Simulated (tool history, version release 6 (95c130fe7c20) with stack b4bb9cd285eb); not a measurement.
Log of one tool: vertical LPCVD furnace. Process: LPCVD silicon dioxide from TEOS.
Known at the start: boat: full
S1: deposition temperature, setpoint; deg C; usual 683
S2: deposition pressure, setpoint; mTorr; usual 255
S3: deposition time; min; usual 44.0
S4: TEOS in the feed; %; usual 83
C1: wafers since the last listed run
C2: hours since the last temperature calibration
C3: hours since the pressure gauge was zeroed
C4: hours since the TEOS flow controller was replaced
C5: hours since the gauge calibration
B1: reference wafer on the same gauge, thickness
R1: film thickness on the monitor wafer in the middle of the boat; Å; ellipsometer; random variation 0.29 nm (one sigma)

| run | day | S1 | S2 | S3 | S4 | C1 | C2 | C3 | C4 | C5 | B1 | R1 |
|---|---|---|---|---|---|---|---|---|---|---|---|---|
| 1 | 0.000 | 683 | 255 | 44.0 | 83 | 0 | 3000.3 | 3436.5 | 5873.7 | 129.4 | 202.08 | 2141.7 |
| 2 | 0.450 | 683 | 255 | 44.0 | 83 | 189 | 3011.1 | 3447.3 | 5884.5 | 140.2 | 202.02 | 2147.2 |
| 3 | 0.900 | 683 | 255 | 44.0 | 83 | 189 | 3021.9 | 3458.1 | 5895.3 | 151.0 | 202.04 | 2146.3 |
| 4 | 1.367 | 683 | 255 | 44.0 | 83 | 196 | 3033.1 | 3469.3 | 5906.5 | 162.2 | 202.04 | 2148.4 |
| 5 | 1.846 | 683 | 255 | 44.0 | 83 | 201 | 3044.6 | 3480.8 | 5918.0 | 173.7 | 202.01 | 2149.5 |
| 6 | 2.633 | 683 | 255 | 44.0 | 83 | 331 | 3063.5 | 3499.7 | 5936.9 | 192.6 | 202.03 | 2141.3 |
|  | 2.658 | gauge calibrated |
|  | 4.242 | pressure gauge zeroed |
| 7 | 4.262 | 683 | 220 | 47.5 | 83 | 264 | 3102.6 | 0.5 | 5976.0 | 38.5 | 201.96 | 2158.1 |
| 8 | 4.462 | 683 | 220 | 47.5 | 83 | 84 | 3107.4 | 5.3 | 5980.8 | 43.3 | 201.99 | 2155.2 |
| 9 | 4.667 | 683 | 255 | 49.0 | 77 | 80 | 3112.3 | 10.2 | 5985.7 | 48.2 | 202.11 | 2305.0 |
|  | 5.654 | thermocouples replaced and temperature profile calibrated |
| 10 | 5.675 | 683 | 255 | 49.0 | 77 | 9 | 0.5 | 34.4 | 6009.9 | 72.4 | 202.02 | 2085.3 |
| 11 | 5.875 | 686 | 295 | 53.0 | 71 | 84 | 5.3 | 39.2 | 6014.7 | 77.2 | 202.01 | 2509.4 |
| 12 | 6.079 | 686 | 255 | 44.0 | 83 | 85 | 10.2 | 44.1 | 6019.6 | 82.1 | 202.00 | 2096.4 |
| 13 | 6.662 | 676 | 215 | 44.0 | 97 | 245 | 24.2 | 58.1 | 6033.6 | 96.1 | 202.05 | 1633.8 |
|  | 7.975 | TEOS flow controller replaced |
| 14 | 7.996 | 683 | 290 | 44.0 | 83 | 140 | 56.2 | 90.1 | 0.5 | 128.1 | 202.08 | 2090.3 |
| 15 | 8.912 | 683 | 255 | 32.5 | 71 | 385 | 78.2 | 112.1 | 22.5 | 150.1 | 202.03 | 1336.9 |
| 16 | 9.638 | 690 | 205 | 59.0 | 78 | 305 | 95.6 | 129.5 | 39.9 | 167.5 | 202.02 | 2707.9 |
| 17 | 10.217 | 683 | 255 | 44.0 | 83 | 243 | 109.5 | 143.4 | 53.8 | 181.4 | 201.95 | 1966.6 |
|  | 10.325 | gauge calibrated |
| 18 | 11.729 | 683 | 255 | 44.0 | 79 | 636 | 145.8 | 179.7 | 90.1 | 33.7 | 201.94 | 1924.2 |
| 19 | 12.058 | 683 | 270 | 44.0 | 83 | 138 | 153.7 | 187.6 | 98.0 | 41.6 | 201.99 | 2023.6 |
| 20 | 12.429 | 683 | 255 | 29.0 | 83 | 156 | 162.6 | 196.5 | 106.9 | 50.5 | 202.04 | 1300.0 |
| 21 | 13.004 | 683 | 255 | 44.0 | 83 | 242 | 176.4 | 210.3 | 120.7 | 64.3 | 202.05 | 1981.3 |

How the hidden state differs across the entries between the runs, from the last listed run before each to the first after it:
Between runs 6 and 7: gauge calibrated (day 2.658); pressure gauge zeroed (day 4.242)
  true tube temperature minus thermocouple reading, K: 4.24 -> 4.25
  measured less the result without the state, R1: +207.0 -> +209.2 Å
Between runs 9 and 10: thermocouples replaced and temperature profile calibrated (day 5.654)
  true tube temperature minus thermocouple reading, K: 4.25 -> 0.163
  measured less the result without the state, R1: +223.5 -> +8.2 Å
Between runs 13 and 14: TEOS flow controller replaced (day 7.975)
  true tube temperature minus thermocouple reading, K: 0.243 -> 0.349
  measured less the result without the state, R1: +9.7 -> +17.5 Å
Between runs 17 and 18: gauge calibrated (day 10.325)
  true tube temperature minus thermocouple reading, K: 0.52 -> 0.632
  measured less the result without the state, R1: +24.5 -> +29.1 Å
